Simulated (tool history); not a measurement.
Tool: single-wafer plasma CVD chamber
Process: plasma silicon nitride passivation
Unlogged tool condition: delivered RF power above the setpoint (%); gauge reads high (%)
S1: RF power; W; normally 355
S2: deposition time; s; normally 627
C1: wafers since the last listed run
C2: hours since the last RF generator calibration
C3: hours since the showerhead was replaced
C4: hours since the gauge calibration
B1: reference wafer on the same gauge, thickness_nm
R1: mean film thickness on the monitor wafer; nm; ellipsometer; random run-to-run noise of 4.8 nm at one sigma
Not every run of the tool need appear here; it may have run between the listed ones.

{"run": 1, "hour": 0.0, "S1": 355, "S2": 627, "C1": 0, "C2": 814.3, "C3": 3972.5, "C4": 717.9, "B1": 840.838, "R1": 811.552}
{"hour": 4.5, "done": "gauge calibrated"}
{"run": 2, "hour": 30.7, "S1": 355, "S2": 627, "C1": 106, "C2": 845, "C3": 4003.2, "C4": 26.2, "B1": 839.763, "R1": 798.506}
{"run": 3, "hour": 53.8, "S1": 355, "S2": 674, "C1": 80, "C2": 868.1, "C3": 4026.3, "C4": 49.3, "B1": 840.141, "R1": 867.671}
{"run": 4, "hour": 75.4, "S1": 355, "S2": 665, "C1": 74, "C2": 889.7, "C3": 4047.9, "C4": 70.9, "B1": 838.455, "R1": 853.346}
{"run": 5, "hour": 101.0, "S1": 355, "S2": 665, "C1": 88, "C2": 915.3, "C3": 4073.5, "C4": 96.5, "B1": 840.098, "R1": 842.379}
{"run": 6, "hour": 152.2, "S1": 355, "S2": 665, "C1": 177, "C2": 966.5, "C3": 4124.7, "C4": 147.7, "B1": 841.785, "R1": 847.626}
{"run": 7, "hour": 171.7, "S1": 355, "S2": 627, "C1": 67, "C2": 986, "C3": 4144.2, "C4": 167.2, "B1": 842.178, "R1": 795.272}
{"run": 8, "hour": 191.2, "S1": 355, "S2": 627, "C1": 67, "C2": 1005.5, "C3": 4163.7, "C4": 186.7, "B1": 840.599, "R1": 792.903}
{"run": 9, "hour": 254.6, "S1": 355, "S2": 627, "C1": 219, "C2": 1068.9, "C3": 4227.1, "C4": 250.1, "B1": 841.951, "R1": 796.381}
{"run": 10, "hour": 274.5, "S1": 385, "S2": 627, "C1": 68, "C2": 1088.8, "C3": 4247, "C4": 270, "B1": 839.968, "R1": 812.614}
{"run": 11, "hour": 294.4, "S1": 385, "S2": 627, "C1": 68, "C2": 1108.7, "C3": 4266.9, "C4": 289.9, "B1": 843.124, "R1": 811.531}
{"run": 12, "hour": 316.5, "S1": 355, "S2": 627, "C1": 76, "C2": 1130.8, "C3": 4289, "C4": 312, "B1": 839.455, "R1": 781.996}
{"hour": 332.8, "done": "RF generator calibrated"}
{"run": 13, "hour": 334.9, "S1": 355, "S2": 627, "C1": 36, "C2": 2.1, "C3": 4307.4, "C4": 330.4, "B1": 840.631, "R1": 814.091}
{"run": 14, "hour": 348.0, "S1": 375, "S2": 627, "C1": 45, "C2": 15.2, "C3": 4320.5, "C4": 343.5, "B1": 844.022, "R1": 837.317}
{"hour": 362.1, "done": "showerhead replaced, of another model than before"}
{"run": 15, "hour": 383.5, "S1": 375, "S2": 627, "C1": 95, "C2": 50.7, "C3": 21.4, "C4": 379, "B1": 841.835, "R1": 823.398}
{"run": 16, "hour": 415.1, "S1": 375, "S2": 627, "C1": 109, "C2": 82.3, "C3": 53, "C4": 410.6, "B1": 841.696, "R1": 828.454}
{"run": 17, "hour": 446.1, "S1": 355, "S2": 627, "C1": 107, "C2": 113.3, "C3": 84, "C4": 441.6, "B1": 842.69, "R1": 817.145}
{"run": 18, "hour": 463.0, "S1": 355, "S2": 627, "C1": 58, "C2": 130.2, "C3": 100.9, "C4": 458.5, "B1": 841.402, "R1": 822.226}
{"run": 19, "hour": 502.0, "S1": 355, "S2": 627, "C1": 135, "C2": 169.2, "C3": 139.9, "C4": 497.5, "B1": 840.989, "R1": 817.128}
{"run": 20, "hour": 528.8, "S1": 410, "S2": 627, "C1": 92, "C2": 196, "C3": 166.7, "C4": 524.3, "B1": 839.386, "R1": 847.675}
{"hour": 545.2, "done": "gauge calibrated"}
{"run": 21, "hour": 546.0, "S1": 395, "S2": 507, "C1": 59, "C2": 213.2, "C3": 183.9, "C4": 0.8, "B1": 842.843, "R1": 674.482}
{"run": 22, "hour": 580.2, "S1": 305, "S2": 583, "C1": 118, "C2": 247.4, "C3": 218.1, "C4": 35, "B1": 838.998, "R1": 730.805}
{"run": 23, "hour": 607.2, "S1": 305, "S2": 660, "C1": 93, "C2": 274.4, "C3": 245.1, "C4": 62, "B1": 840.225, "R1": 831.95}
{"run": 24, "hour": 627.8, "S1": 300, "S2": 534, "C1": 71, "C2": 295, "C3": 265.7, "C4": 82.6, "B1": 840.822, "R1": 666.905}
{"run": 25, "hour": 644.5, "S1": 405, "S2": 590, "C1": 57, "C2": 311.7, "C3": 282.4, "C4": 99.3, "B1": 839.635, "R1": 794.966}
{"run": 26, "hour": 668.5, "S1": 355, "S2": 627, "C1": 83, "C2": 335.7, "C3": 306.4, "C4": 123.3, "B1": 841.815, "R1": 816.331}
{"run": 27, "hour": 698.6, "S1": 355, "S2": 627, "C1": 104, "C2": 365.8, "C3": 336.5, "C4": 153.4, "B1": 839.655, "R1": 818.702}
{"run": 28, "hour": 724.8, "S1": 310, "S2": 546, "C1": 90, "C2": 392, "C3": 362.7, "C4": 179.6, "B1": 839.477, "R1": 685.424}
{"run": 29, "hour": 808.5, "S1": 355, "S2": 627, "C1": 289, "C2": 475.7, "C3": 446.4, "C4": 263.3, "B1": 841.225, "R1": 807.581}
{"run": 30, "hour": 823.8, "S1": 355, "S2": 525, "C1": 53, "C2": 491, "C3": 461.7, "C4": 278.6, "B1": 837.529, "R1": 680.916}
{"run": 31, "hour": 838.6, "S1": 355, "S2": 707, "C1": 51, "C2": 505.8, "C3": 476.5, "C4": 293.4, "B1": 839.965, "R1": 915.777}
{"run": 32, "hour": 868.1, "S1": 395, "S2": 591, "C1": 102, "C2": 535.3, "C3": 506, "C4": 322.9, "B1": 841.948, "R1": 783.664}
{"run": 33, "hour": 896.2, "S1": 330, "S2": 693, "C1": 97, "C2": 563.4, "C3": 534.1, "C4": 351, "B1": 841.462, "R1": 873.034}
{"run": 34, "hour": 929.5, "S1": 425, "S2": 748, "C1": 115, "C2": 596.7, "C3": 567.4, "C4": 384.3, "B1": 839.477, "R1": 1012.961}
{"run": 35, "hour": 942.6, "S1": 310, "S2": 659, "C1": 45, "C2": 609.8, "C3": 580.5, "C4": 397.4, "B1": 842.934, "R1": 830.856}
{"run": 36, "hour": 961.0, "S1": 355, "S2": 627, "C1": 63, "C2": 628.2, "C3": 598.9, "C4": 415.8, "B1": 842.342, "R1": 803.808}
{"run": 37, "hour": 981.7, "S1": 355, "S2": 627, "C1": 71, "C2": 648.9, "C3": 619.6, "C4": 436.5, "B1": 841.429, "R1": 805.924}

Forecast run 38:
{"run": 38, "hour": 1011.1, "S1": 375, "S2": 697, "C1": 101, "C2": 678.3, "C3": 649, "C4": 465.9, "B1": "?", "R1": "?"}

Run 38 produced B1 840.619, R1 905.459 nm.
Take away the tool's hidden state, keep the run-to-run variation as it was, and the same run would have given R1 916.304 nm.
